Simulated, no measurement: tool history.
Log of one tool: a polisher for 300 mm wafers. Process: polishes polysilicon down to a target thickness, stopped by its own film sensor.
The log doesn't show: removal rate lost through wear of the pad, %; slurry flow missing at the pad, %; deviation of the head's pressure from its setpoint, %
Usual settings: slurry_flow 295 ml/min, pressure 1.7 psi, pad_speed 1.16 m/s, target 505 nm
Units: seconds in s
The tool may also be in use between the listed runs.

run	hour	slurry_flow	pressure	pad_speed	target	wafers since the last listed run	wafers polished on this pad	hours since the slurry nozzle was cleaned	hours since the head pressure was calibrated	incoming thickness of the incoming film, nm	seconds
1	0.0	295	1.7	1.16	505	0	2354	375.3	478.1	873.2	77.9
# hour 20.1: worn pad replaced by a new one
2	67.7	295	1.7	1.16	505	636	476	443.0	545.8	875.6	76.9
3	108.0	295	1.7	1.16	505	402	878	483.3	586.1	881.7	78.5
4	136.1	295	1.7	1.16	505	280	1159	511.4	614.2	873.8	75.2
5	186.2	295	1.7	1.16	505	500	1660	561.5	664.3	874.0	75.8
6	216.0	295	1.7	1.16	505	297	1958	591.3	694.1	884.4	77.9
# hour 228.8: head pressure recalibrated
# hour 237.0: worn pad replaced by a new one
7	286.3	295	1.7	1.16	505	642	493	661.6	57.5	881.7	72.9
8	357.2	295	1.7	1.16	505	708	1202	732.5	128.4	897.7	76.1
9	385.2	295	1.7	1.16	505	279	1481	760.5	156.4	884.2	75.5
10	449.7	295	1.7	1.16	505	644	2126	825.0	220.9	867.0	72.5
# hour 464.7: worn pad replaced by a new one
# hour 468.6: slurry nozzle cleaned
11	513.8	295	1.7	1.16	505	590	480	45.2	285.0	875.3	75.1
12	574.3	295	1.7	1.16	587	604	1085	105.7	345.5	880.8	59.6
13	625.0	295	1.9	0.94	412	506	1592	156.4	396.2	879.4	111.2
14	664.3	295	1.5	0.80	505	392	1985	195.7	435.5	880.0	118.1
# hour 685.2: worn pad replaced by a new one
15	734.8	295	1.7	1.16	505	664	496	266.2	506.0	879.5	77.1
16	874.8	295	1.7	1.54	550	1399	1895	406.2	646.0	868.0	50.0
17	923.6	295	1.4	1.16	550	487	2383	455.0	694.8	869.0	74.3
# hour 962.2: worn pad replaced by a new one
# hour 969.2: head pressure recalibrated
18	979.6	365	2.2	0.88	561	499	154	511.0	10.4	877.6	66.6
19	1036.6	340	1.9	1.16	556	569	724	568.0	67.4	883.8	59.6
20	1108.1	295	1.4	1.48	505	714	1439	639.5	138.9	877.2	65.8
21	1148.5	295	1.7	1.16	505	403	1842	679.9	179.3	870.3	71.8

Forecast run 22:
22	1212.9	200	2.3	0.82	589	643	2486	744.3	243.7	893.0	?

seconds: 74.9 s
Without the tool's hidden state the same run would have given seconds 71.7 s.
